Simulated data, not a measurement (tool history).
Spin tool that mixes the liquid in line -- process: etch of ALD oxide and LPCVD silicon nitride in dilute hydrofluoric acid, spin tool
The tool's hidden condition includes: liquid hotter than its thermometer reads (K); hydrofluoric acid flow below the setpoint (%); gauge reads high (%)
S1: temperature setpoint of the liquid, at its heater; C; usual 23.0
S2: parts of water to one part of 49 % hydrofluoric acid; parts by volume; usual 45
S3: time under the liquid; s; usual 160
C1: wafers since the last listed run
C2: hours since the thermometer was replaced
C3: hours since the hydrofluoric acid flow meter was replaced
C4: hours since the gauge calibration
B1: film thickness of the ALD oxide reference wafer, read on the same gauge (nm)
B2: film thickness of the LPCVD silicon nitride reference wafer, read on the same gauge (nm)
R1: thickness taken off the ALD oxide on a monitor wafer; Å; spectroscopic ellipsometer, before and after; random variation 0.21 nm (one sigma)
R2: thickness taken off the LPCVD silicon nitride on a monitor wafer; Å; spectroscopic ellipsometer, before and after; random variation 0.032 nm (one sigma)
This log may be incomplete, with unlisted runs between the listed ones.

{"run": 1, "hour": 0.0, "S1": 27.0, "S2": 45, "S3": 160, "C1": 0, "C2": 128.2, "C3": 431.0, "C4": 669.1, "B1": 129.98, "B2": 40.014, "R1": 450.2, "R2": 21.53}
{"run": 2, "hour": 60.3, "S1": 23.0, "S2": 45, "S3": 95, "C1": 497, "C2": 188.5, "C3": 491.3, "C4": 729.4, "B1": 129.98, "B2": 40.011, "R1": 223.2, "R2": 9.97}
{"run": 3, "hour": 77.7, "S1": 23.0, "S2": 45, "S3": 95, "C1": 143, "C2": 205.9, "C3": 508.7, "C4": 746.8, "B1": 130.01, "B2": 39.996, "R1": 221.6, "R2": 9.9}
{"run": 4, "hour": 98.6, "S1": 20.5, "S2": 30, "S3": 95, "C1": 172, "C2": 226.8, "C3": 529.6, "C4": 767.7, "B1": 130.03, "B2": 39.99, "R1": 306.5, "R2": 12.04}
{"run": 5, "hour": 129.9, "S1": 23.0, "S2": 45, "S3": 195, "C1": 258, "C2": 258.1, "C3": 560.9, "C4": 799.0, "B1": 130.01, "B2": 40.005, "R1": 459.1, "R2": 19.86}
{"run": 6, "hour": 158.5, "S1": 23.0, "S2": 45, "S3": 160, "C1": 235, "C2": 286.7, "C3": 589.5, "C4": 827.6, "B1": 130.0, "B2": 39.997, "R1": 378.7, "R2": 16.59}
{"hour": 161.3, "done": "hydrofluoric acid flow meter replaced"}
{"hour": 173.4, "done": "gauge calibrated"}
{"run": 7, "hour": 188.8, "S1": 23.0, "S2": 45, "S3": 160, "C1": 241, "C2": 317.0, "C3": 27.5, "C4": 15.4, "B1": 130.0, "B2": 40.02, "R1": 378.1, "R2": 16.85}
{"run": 8, "hour": 219.1, "S1": 23.0, "S2": 25, "S3": 85, "C1": 249, "C2": 347.3, "C3": 57.8, "C4": 45.7, "B1": 130.0, "B2": 39.997, "R1": 368.2, "R2": 15.85}
{"run": 9, "hour": 236.1, "S1": 21.5, "S2": 65, "S3": 160, "C1": 140, "C2": 364.3, "C3": 74.8, "C4": 62.7, "B1": 130.02, "B2": 40.009, "R1": 238.9, "R2": 10.42}
{"run": 10, "hour": 253.4, "S1": 25.0, "S2": 45, "S3": 160, "C1": 142, "C2": 381.6, "C3": 92.1, "C4": 80.0, "B1": 130.0, "B2": 40.002, "R1": 410.4, "R2": 19.09}
{"run": 11, "hour": 285.7, "S1": 23.0, "S2": 30, "S3": 230, "C1": 266, "C2": 413.9, "C3": 124.4, "C4": 112.3, "B1": 130.01, "B2": 40.006, "R1": 825.1, "R2": 35.02}
{"run": 12, "hour": 299.0, "S1": 25.5, "S2": 60, "S3": 95, "C1": 109, "C2": 427.2, "C3": 137.7, "C4": 125.6, "B1": 130.0, "B2": 39.997, "R1": 181.6, "R2": 9.21}
{"run": 13, "hour": 312.4, "S1": 23.0, "S2": 45, "S3": 210, "C1": 110, "C2": 440.6, "C3": 151.1, "C4": 139.0, "B1": 130.03, "B2": 40.007, "R1": 487.5, "R2": 21.69}
{"run": 14, "hour": 327.6, "S1": 27.0, "S2": 35, "S3": 160, "C1": 125, "C2": 455.8, "C3": 166.3, "C4": 154.2, "B1": 130.01, "B2": 39.999, "R1": 575.0, "R2": 28.0}
{"run": 15, "hour": 341.6, "S1": 23.0, "S2": 45, "S3": 160, "C1": 115, "C2": 469.8, "C3": 180.3, "C4": 168.2, "B1": 129.99, "B2": 40.006, "R1": 377.2, "R2": 16.39}
{"run": 16, "hour": 361.9, "S1": 23.0, "S2": 45, "S3": 100, "C1": 167, "C2": 490.1, "C3": 200.6, "C4": 188.5, "B1": 129.99, "B2": 40.004, "R1": 234.3, "R2": 10.35}
{"run": 17, "hour": 374.8, "S1": 19.5, "S2": 35, "S3": 230, "C1": 106, "C2": 503.0, "C3": 213.5, "C4": 201.4, "B1": 130.0, "B2": 40.012, "R1": 606.9, "R2": 24.14}
{"run": 18, "hour": 452.1, "S1": 23.0, "S2": 35, "S3": 160, "C1": 637, "C2": 580.3, "C3": 290.8, "C4": 278.7, "B1": 129.99, "B2": 40.002, "R1": 489.2, "R2": 20.87}
{"run": 19, "hour": 466.0, "S1": 23.0, "S2": 25, "S3": 160, "C1": 114, "C2": 594.2, "C3": 304.7, "C4": 292.6, "B1": 129.99, "B2": 40.008, "R1": 691.8, "R2": 28.56}
{"run": 20, "hour": 487.5, "S1": 19.0, "S2": 45, "S3": 70, "C1": 177, "C2": 615.7, "C3": 326.2, "C4": 314.1, "B1": 130.02, "B2": 39.985, "R1": 138.8, "R2": 5.68}
{"run": 21, "hour": 505.6, "S1": 25.5, "S2": 25, "S3": 255, "C1": 149, "C2": 633.8, "C3": 344.3, "C4": 332.2, "B1": 130.0, "B2": 40.002, "R1": 1238.1, "R2": 54.96}
{"run": 22, "hour": 524.0, "S1": 18.0, "S2": 50, "S3": 90, "C1": 151, "C2": 652.2, "C3": 362.7, "C4": 350.6, "B1": 130.01, "B2": 39.992, "R1": 152.0, "R2": 5.87}
{"run": 23, "hour": 537.2, "S1": 23.0, "S2": 45, "S3": 160, "C1": 108, "C2": 665.4, "C3": 375.9, "C4": 363.8, "B1": 130.0, "B2": 39.99, "R1": 378.8, "R2": 16.31}
{"run": 24, "hour": 550.6, "S1": 23.0, "S2": 45, "S3": 160, "C1": 110, "C2": 678.8, "C3": 389.3, "C4": 377.2, "B1": 130.0, "B2": 40.014, "R1": 374.2, "R2": 16.86}
{"run": 25, "hour": 564.5, "S1": 23.0, "S2": 45, "S3": 105, "C1": 114, "C2": 692.7, "C3": 403.2, "C4": 391.1, "B1": 130.0, "B2": 40.004, "R1": 246.4, "R2": 10.92}

Describe how what the log doesn't record of the tool's condition differs between the last listed run preceding each entry between runs and the first listed run following it.
Run 6 -> run 7: hydrofluoric acid flow meter replaced (hour 161.3); gauge calibrated (hour 173.4)
  both runs share identical hidden conditions

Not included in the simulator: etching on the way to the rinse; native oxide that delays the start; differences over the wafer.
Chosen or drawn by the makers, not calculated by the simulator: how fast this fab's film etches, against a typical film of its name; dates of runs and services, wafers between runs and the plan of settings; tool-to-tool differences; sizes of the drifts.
